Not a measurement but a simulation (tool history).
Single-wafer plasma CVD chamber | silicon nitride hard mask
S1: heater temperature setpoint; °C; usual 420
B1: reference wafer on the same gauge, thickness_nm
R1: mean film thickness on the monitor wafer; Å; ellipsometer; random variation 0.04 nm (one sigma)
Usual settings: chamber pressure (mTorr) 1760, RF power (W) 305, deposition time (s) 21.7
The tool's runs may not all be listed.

{"run": 1, "hour": 0.0, "S1": 420, "chamber pressure (mTorr)": 1890, "RF power (W)": 305, "deposition time (s)": 21.7, "B1": 18.806, "R1": 219.48}
{"run": 2, "hour": 70.7, "S1": 420, "chamber pressure (mTorr)": 1760, "RF power (W)": 305, "deposition time (s)": 21.7, "B1": 18.804, "R1": 213.87}
{"run": 3, "hour": 138.6, "S1": 420, "chamber pressure (mTorr)": 1760, "RF power (W)": 305, "deposition time (s)": 21.7, "B1": 18.797, "R1": 214.07}
{"run": 4, "hour": 166.4, "S1": 420, "chamber pressure (mTorr)": 1760, "RF power (W)": 305, "deposition time (s)": 21.7, "B1": 18.803, "R1": 212.58}
{"hour": 238.0, "done": "thermocouple changed; heater temperature recalibrated"}
{"run": 5, "hour": 238.5, "S1": 428, "chamber pressure (mTorr)": 1760, "RF power (W)": 305, "deposition time (s)": 19.4, "B1": 18.795, "R1": 187.97}
{"run": 6, "hour": 269.0, "S1": 428, "chamber pressure (mTorr)": 1760, "RF power (W)": 305, "deposition time (s)": 19.4, "B1": 18.801, "R1": 188.05}
{"hour": 285.6, "done": "RF generator calibrated"}
{"hour": 292.9, "done": "gauge calibrated"}
{"run": 7, "hour": 310.5, "S1": 428, "chamber pressure (mTorr)": 1760, "RF power (W)": 305, "deposition time (s)": 19.4, "B1": 18.805, "R1": 198.47}

The next listed run, before its measurement:
{"hour": 340.7, "done": "capacitance manometer re-zeroed and calibrated"}
{"run": 8, "hour": 348.7, "S1": 427, "chamber pressure (mTorr)": 2100, "RF power (W)": 275, "deposition time (s)": 18.5, "B1": "?", "R1": "?"}

Run 8 gave B1 18.805, R1 187.94 Å.
Without the tool's hidden state the same run would have given R1 189.26 Å.

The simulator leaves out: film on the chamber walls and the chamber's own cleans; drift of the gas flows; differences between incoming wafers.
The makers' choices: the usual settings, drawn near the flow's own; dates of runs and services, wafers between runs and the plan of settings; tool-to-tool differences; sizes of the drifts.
